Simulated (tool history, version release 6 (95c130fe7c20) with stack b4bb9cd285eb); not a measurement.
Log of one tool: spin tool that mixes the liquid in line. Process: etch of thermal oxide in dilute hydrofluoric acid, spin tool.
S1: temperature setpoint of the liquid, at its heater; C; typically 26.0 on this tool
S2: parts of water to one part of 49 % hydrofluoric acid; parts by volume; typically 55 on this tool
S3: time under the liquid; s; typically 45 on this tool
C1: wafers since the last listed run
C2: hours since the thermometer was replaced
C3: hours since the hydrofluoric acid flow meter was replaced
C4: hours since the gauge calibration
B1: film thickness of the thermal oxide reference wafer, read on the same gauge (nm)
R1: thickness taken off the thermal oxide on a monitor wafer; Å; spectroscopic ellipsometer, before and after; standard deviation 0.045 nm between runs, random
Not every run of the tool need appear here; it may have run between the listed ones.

run     day    S1  S2  S3   C1     C2      C3     C4       B1      R1
  1   0.000  26.0  60  30    0  383.8  1374.8  386.1  130.006   31.11
  2   0.404  26.0  55  45  105  393.5  1384.5  395.8  129.994   50.79
  3   0.658  26.0  55  45   66  399.6  1390.6  401.9  130.021   51.21
  4   1.062  26.0  55  45  105  409.3  1400.3  411.6  130.006   51.30
  5   1.767  23.0  55  45  183  426.2  1417.2  428.5  129.997   44.86
  6   2.346  23.0  55  45  150  440.1  1431.1  442.4  129.989   45.28
  7   2.683  23.0  55  45   87  448.2  1439.2  450.5  129.981   44.64
  8   3.167  26.0  55  65  125  459.8  1450.8  462.1  129.994   72.36
  9   3.533  26.0  55  65   95  468.6  1459.6  470.9  129.991   73.23
 10   3.921  26.0  55  65  100  477.9  1468.9  480.2  130.003   72.75
      4.029  -- thermometer replaced
      4.046  -- gauge calibrated
 11   4.171  26.0  55  45   54    3.4  1474.9    3.0  130.000   50.70
 12   4.717  26.0  55  45  142   16.5  1488.0   16.1  130.000   50.78
 13   5.021  22.5  55  45   79   23.8  1495.3   23.4  129.998   44.14
 14   5.688  25.0  55  45  173   39.8  1511.3   39.4  129.989   48.70
 15   6.258  25.0  55  45  148   53.5  1525.0   53.1  130.005   49.27
 16   6.662  26.0  55  45  105   63.2  1534.7   62.8  130.011   51.05
 17   7.279  24.0  55  45  160   78.0  1549.5   77.6  130.005   47.95
 18   8.412  30.5  35  60  294  105.2  1576.7  104.8  129.988  134.14
      8.900  -- hydrofluoric acid flow meter replaced
 19   9.121  24.5  80  55  173  122.2     5.3  121.8  130.004   35.80
 20   9.488  30.0  30  20   95  131.0    14.1  130.6  130.002   45.82
 21  10.142  21.5  70  30  170  146.7    29.8  146.3  130.019   19.93
 22  10.583  23.5  65  45  114  157.3    40.4  156.9  129.992   35.50
 23  11.029  26.0  45  45  116  168.0    51.1  167.6  129.994   57.70
 24  11.638  24.0  55  45  158  182.6    65.7  182.2  129.985   43.06
 25  12.046  26.0  55  45  106  192.4    75.5  192.0  130.012   46.64
 26  12.621  26.0  55  45  149  206.2    89.3  205.8  129.986   47.22
 27  13.183  30.5  85  45  146  219.7   102.8  219.3  130.011   34.09
 28  13.442  23.5  30  30   67  225.9   109.0  225.5  129.999   53.20
 29  13.962  26.0  65  65  135  238.4   121.5  238.0  129.985   56.36
 30  14.471  26.0  55  45  132  250.6   133.7  250.2  130.001   46.65
 31  15.012  29.5  75  65  140  263.6   146.7  263.2  130.000   55.62
 32  15.362  26.0  55  45   91  272.0   155.1  271.6  130.011   46.81
 33  15.800  26.0  55  45  113  282.5   165.6  282.1  129.990   46.46
 34  16.142  26.0  55  45   88  290.7   173.8  290.3  130.007   47.70
 35  16.650  22.0  45  60  132  302.9   186.0  302.5  129.993   65.58

Pick out some run-to-run changes in R1. Of each, how much would a tool without hidden state show as well, from the settings, what came in and chance, and how much is left for the hidden state and any gauge scatter not in both results compared?
Hidden state present: liquid hotter than its thermometer reads (K); hydrofluoric acid flow above the setpoint (%); gauge reads high (%).
Run 7 -> 8: S1 23.0 -> 26.0, S3 45 -> 65. R1 +27.72 Å: hidden state +2.96, all else +24.76.
Run 17 -> 18: S1 24.0 -> 30.5, S2 55 -> 35, S3 45 -> 60. R1 +86.19 Å: hidden state +9.55, all else +76.64.
Run 18 -> 19: S1 30.5 -> 24.5, S2 35 -> 80, S3 60 -> 55, hydrofluoric acid flow meter replaced. R1 -98.34 Å: hidden state -14.36, all else -83.98.
